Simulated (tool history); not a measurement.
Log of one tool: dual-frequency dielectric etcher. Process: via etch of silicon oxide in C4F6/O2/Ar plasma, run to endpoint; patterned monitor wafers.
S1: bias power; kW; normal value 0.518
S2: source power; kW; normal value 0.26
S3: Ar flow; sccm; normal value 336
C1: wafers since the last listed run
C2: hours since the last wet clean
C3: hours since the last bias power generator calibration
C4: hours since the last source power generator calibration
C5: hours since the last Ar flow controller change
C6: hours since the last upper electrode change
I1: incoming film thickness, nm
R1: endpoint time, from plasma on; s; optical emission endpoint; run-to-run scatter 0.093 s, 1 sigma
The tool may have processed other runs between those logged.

run 1 hour=0 | S1=0.518 S2=0.31 S3=314 | C1=0 C2=13.5 C3=3294 C4=3796.1 C5=5148.5 C6=4586.6 | I1=76.2 | R1=17.4
run 2 hour=16.7 | S1=0.518 S2=0.3 S3=336 | C1=164 C2=30.2 C3=3310.7 C4=3812.8 C5=5165.2 C6=4603.3 | I1=76.1 | R1=17.7
run 3 hour=29.2 | S1=0.518 S2=0.26 S3=336 | C1=123 C2=42.7 C3=3323.2 C4=3825.3 C5=5177.7 C6=4615.8 | I1=75.2 | R1=18.9
run 4 hour=45.2 | S1=0.518 S2=0.26 S3=336 | C1=157 C2=58.7 C3=3339.2 C4=3841.3 C5=5193.7 C6=4631.8 | I1=75.5 | R1=18.9
run 5 hour=66.6 | S1=0.518 S2=0.26 S3=336 | C1=211 C2=80.1 C3=3360.6 C4=3862.7 C5=5215.1 C6=4653.2 | I1=75.1 | R1=18.8
run 6 hour=93.7 | S1=0.518 S2=0.27 S3=336 | C1=267 C2=107.2 C3=3387.7 C4=3889.8 C5=5242.2 C6=4680.3 | I1=76.1 | R1=18.7
run 7 hour=124.2 | S1=0.518 S2=0.27 S3=336 | C1=301 C2=137.7 C3=3418.2 C4=3920.3 C5=5272.7 C6=4710.8 | I1=75.3 | R1=18.6
run 8 hour=157.1 | S1=0.518 S2=0.28 S3=336 | C1=324 C2=170.6 C3=3451.1 C4=3953.2 C5=5305.6 C6=4743.7 | I1=75.2 | R1=18.5
run 9 hour=190.9 | S1=0.518 S2=0.28 S3=336 | C1=333 C2=204.4 C3=3484.9 C4=3987 C5=5339.4 C6=4777.5 | I1=75.5 | R1=18.5
run 10 hour=214.6 | S1=0.518 S2=0.28 S3=336 | C1=233 C2=228.1 C3=3508.6 C4=4010.7 C5=5363.1 C6=4801.2 | I1=75.5 | R1=18.7
run 11 hour=262.1 | S1=0.518 S2=0.26 S3=336 | C1=468 C2=275.6 C3=3556.1 C4=4058.2 C5=5410.6 C6=4848.7 | I1=76.1 | R1=19.4
run 12 hour=283.3 | S1=0.518 S2=0.26 S3=336 | C1=209 C2=296.8 C3=3577.3 C4=4079.4 C5=5431.8 C6=4869.9 | I1=75.8 | R1=19.6
run 13 hour=304.8 | S1=0.403 S2=0.22 S3=287 | C1=212 C2=318.3 C3=3598.8 C4=4100.9 C5=5453.3 C6=4891.4 | I1=75.7 | R1=24.5
run 14 hour=320.7 | S1=0.518 S2=0.26 S3=371 | C1=156 C2=334.2 C3=3614.7 C4=4116.8 C5=5469.2 C6=4907.3 | I1=75.6 | R1=19.7
run 15 hour=342.9 | S1=0.446 S2=0.26 S3=366 | C1=219 C2=356.4 C3=3636.9 C4=4139 C5=5491.4 C6=4929.5 | I1=75.9 | R1=22
-- hour=361.8 bias power generator calibrated
-- hour=368 Ar flow controller replaced
run 16 hour=372.4 | S1=0.599 S2=0.2 S3=381 | C1=192 C2=385.9 C3=10.6 C4=4168.5 C5=4.4 C6=4959 | I1=76.1 | R1=21.4
run 17 hour=398.6 | S1=0.518 S2=0.26 S3=336 | C1=258 C2=412.1 C3=36.8 C4=4194.7 C5=30.6 C6=4985.2 | I1=75.9 | R1=19.7
-- hour=420.7 source power generator calibrated
-- hour=432 wet clean of the chamber
-- hour=447.1 upper electrode replaced
run 18 hour=447.6 | S1=0.518 S2=0.2 S3=336 | C1=183 C2=15.6 C3=85.8 C4=26.9 C5=79.6 C6=0.5 | I1=75.2 | R1=21.7
run 19 hour=447.9 | S1=0.518 S2=0.24 S3=336 | C1=2 C2=15.9 C3=86.1 C4=27.2 C5=79.9 C6=0.8 | I1=75.5 | R1=19.6
run 20 hour=458.7 | S1=0.518 S2=0.26 S3=408 | C1=106 C2=26.7 C3=96.9 C4=38 C5=90.7 C6=11.6 | I1=75.6 | R1=19.2
run 21 hour=478.4 | S1=0.518 S2=0.26 S3=336 | C1=194 C2=46.4 C3=116.6 C4=57.7 C5=110.4 C6=31.3 | I1=75 | R1=18.8
run 22 hour=552.2 | S1=0.598 S2=0.24 S3=412 | C1=728 C2=120.2 C3=190.4 C4=131.5 C5=184.2 C6=105.1 | I1=76.4 | R1=18.9
run 23 hour=581.2 | S1=0.427 S2=0.26 S3=336 | C1=286 C2=149.2 C3=219.4 C4=160.5 C5=213.2 C6=134.1 | I1=75.8 | R1=21.6

Here are 5 independent what-if runs from the current tool condition. What would each one return?
run A hour=581.6 | S1=0.518 S2=0.26 S3=262 | C1=3 C2=149.6 C3=219.8 C4=160.9 C5=213.6 C6=134.5 | I1=76.5 | R1=?
run B hour=581.6 | S1=0.574 S2=0.21 S3=336 | C1=3 C2=149.6 C3=219.8 C4=160.9 C5=213.6 C6=134.5 | I1=76.5 | R1=?
run C hour=581.6 | S1=0.518 S2=0.26 S3=257 | C1=3 C2=149.6 C3=219.8 C4=160.9 C5=213.6 C6=134.5 | I1=76.5 | R1=?
run D hour=581.6 | S1=0.615 S2=0.26 S3=336 | C1=3 C2=149.6 C3=219.8 C4=160.9 C5=213.6 C6=134.5 | I1=76.5 | R1=?
run E hour=581.6 | S1=0.518 S2=0.26 S3=407 | C1=3 C2=149.6 C3=219.8 C4=160.9 C5=213.6 C6=134.5 | I1=76.5 | R1=?

run=A R1=18.5
run=B R1=20.3
run=C R1=18.5
run=D R1=17.4
run=E R1=19.8
Without the tool's hidden state the same runs would have given:
run=A R1=18.3
run=B R1=20
run=C R1=18.2
run=D R1=17.2
run=E R1=19.5
